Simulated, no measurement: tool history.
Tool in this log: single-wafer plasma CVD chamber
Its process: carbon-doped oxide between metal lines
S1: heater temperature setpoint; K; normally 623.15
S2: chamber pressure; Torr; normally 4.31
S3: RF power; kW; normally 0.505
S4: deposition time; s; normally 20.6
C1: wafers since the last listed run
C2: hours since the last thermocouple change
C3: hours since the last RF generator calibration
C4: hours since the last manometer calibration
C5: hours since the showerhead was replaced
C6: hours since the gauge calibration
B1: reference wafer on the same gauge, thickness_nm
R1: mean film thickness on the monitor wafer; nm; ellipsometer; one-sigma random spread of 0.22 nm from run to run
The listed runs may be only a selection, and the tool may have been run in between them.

run	hour	S1	S2	S3	S4	C1	C2	C3	C4	C5	C6	B1	R1
1	0.0	623.15	4.31	0.505	20.6	0	1777.4	159.0	1114.4	3576.5	1095.9	97.869	94.000
2	43.3	623.15	3.77	0.505	22.4	991	1820.7	202.3	1157.7	3619.8	1139.2	97.932	100.613
3	106.0	623.15	4.31	0.580	20.6	1436	1883.4	265.0	1220.4	3682.5	1201.9	97.877	101.083
4	130.9	623.15	4.31	0.580	20.6	570	1908.3	289.9	1245.3	3707.4	1226.8	97.905	100.938
5	178.6	623.15	4.31	0.580	20.6	1092	1956.0	337.6	1293.0	3755.1	1274.5	97.908	100.583
6	213.3	623.15	4.31	0.505	20.6	794	1990.7	372.3	1327.7	3789.8	1309.2	97.921	93.364
7	261.2	623.15	4.31	0.505	20.6	1097	2038.6	420.2	1375.6	3837.7	1357.1	97.912	93.493
8	312.2	623.15	4.31	0.505	20.6	1168	2089.6	471.2	1426.6	3888.7	1408.1	97.892	93.090
9	440.6	623.15	4.31	0.505	20.6	2941	2218.0	599.6	1555.0	4017.1	1536.5	97.888	92.716
10	476.2	623.15	4.31	0.505	20.6	815	2253.6	635.2	1590.6	4052.7	1572.1	97.902	92.861
# hour 484.4: gauge calibrated
11	538.9	623.15	4.31	0.535	20.6	1436	2316.3	697.9	1653.3	4115.4	54.5	97.885	95.665
12	625.7	623.15	4.31	0.535	20.6	1988	2403.1	784.7	1740.1	4202.2	141.3	97.924	95.660
13	668.9	623.15	4.31	0.535	20.6	989	2446.3	827.9	1783.3	4245.4	184.5	97.930	95.841
# hour 720.5: thermocouple changed; heater temperature recalibrated
14	721.0	623.15	4.31	0.425	20.6	1010	0.5	880.0	1835.4	4297.5	236.6	97.885	83.370
15	765.9	623.15	4.31	0.570	24.5	1028	45.4	924.9	1880.3	4342.4	281.5	97.923	117.514
# hour 783.9: showerhead replaced
16	823.3	623.15	4.31	0.430	20.6	1131	102.8	982.3	1937.7	39.4	338.9	97.890	84.045
17	860.1	623.15	4.31	0.505	20.6	843	139.6	1019.1	1974.5	76.2	375.7	97.911	92.433
18	917.3	623.15	4.31	0.505	17.0	1310	196.8	1076.3	2031.7	133.4	432.9	97.924	76.870
19	955.3	608.15	4.31	0.505	20.6	870	234.8	1114.3	2069.7	171.4	470.9	97.861	97.023
# hour 995.9: capacitance manometer re-zeroed and calibrated
20	1020.0	623.15	4.31	0.505	20.6	1298	299.5	1179.0	24.1	236.1	535.6	97.947	92.057
21	1075.1	623.15	4.31	0.505	20.6	1262	354.6	1234.1	79.2	291.2	590.7	97.880	92.422
# hour 1116.2: RF generator calibrated
22	1116.7	623.15	4.31	0.505	20.6	769	396.2	0.5	120.8	332.8	632.3	97.910	94.928
23	1157.7	609.15	5.04	0.580	17.5	939	437.2	41.5	161.8	373.8	673.3	97.849	93.173
24	1212.6	630.15	3.24	0.540	16.7	1257	492.1	96.4	216.7	428.7	728.2	97.887	76.351
25	1408.2	623.15	3.66	0.590	19.3	4481	687.7	292.0	412.3	624.3	923.8	97.918	94.236
26	1438.5	623.15	5.30	0.505	20.6	694	718.0	322.3	442.6	654.6	954.1	97.929	95.468
27	1504.5	627.15	4.88	0.435	20.6	1512	784.0	388.3	508.6	720.6	1020.1	97.874	85.319
28	1547.2	623.15	3.35	0.580	19.4	978	826.7	431.0	551.3	763.3	1062.8	97.876	92.466

Hidden state, per run?
wafer temperature above the value expected at the setpoint (K): 0 on each run
true pressure above the setpoint (%): 0 on each run
gauge reads high (%): 0 on each run
H1: delivered RF power above the setpoint (%)
run	H1
1	-2.04
2	-2.4
3	-2.85
4	-3.01
5	-3.29
6	-3.47
7	-3.69
8	-3.9
9	-4.32
10	-4.42
11	-4.56
12	-4.73
13	-4.8
14	-4.87
15	-4.93
16	-4.99
17	-5.02
18	-5.07
19	-5.1
20	-5.14
21	-5.18
22	-0.145
23	-0.661
24	-1.27
25	-2.85
26	-3.03
27	-3.38
28	-3.57

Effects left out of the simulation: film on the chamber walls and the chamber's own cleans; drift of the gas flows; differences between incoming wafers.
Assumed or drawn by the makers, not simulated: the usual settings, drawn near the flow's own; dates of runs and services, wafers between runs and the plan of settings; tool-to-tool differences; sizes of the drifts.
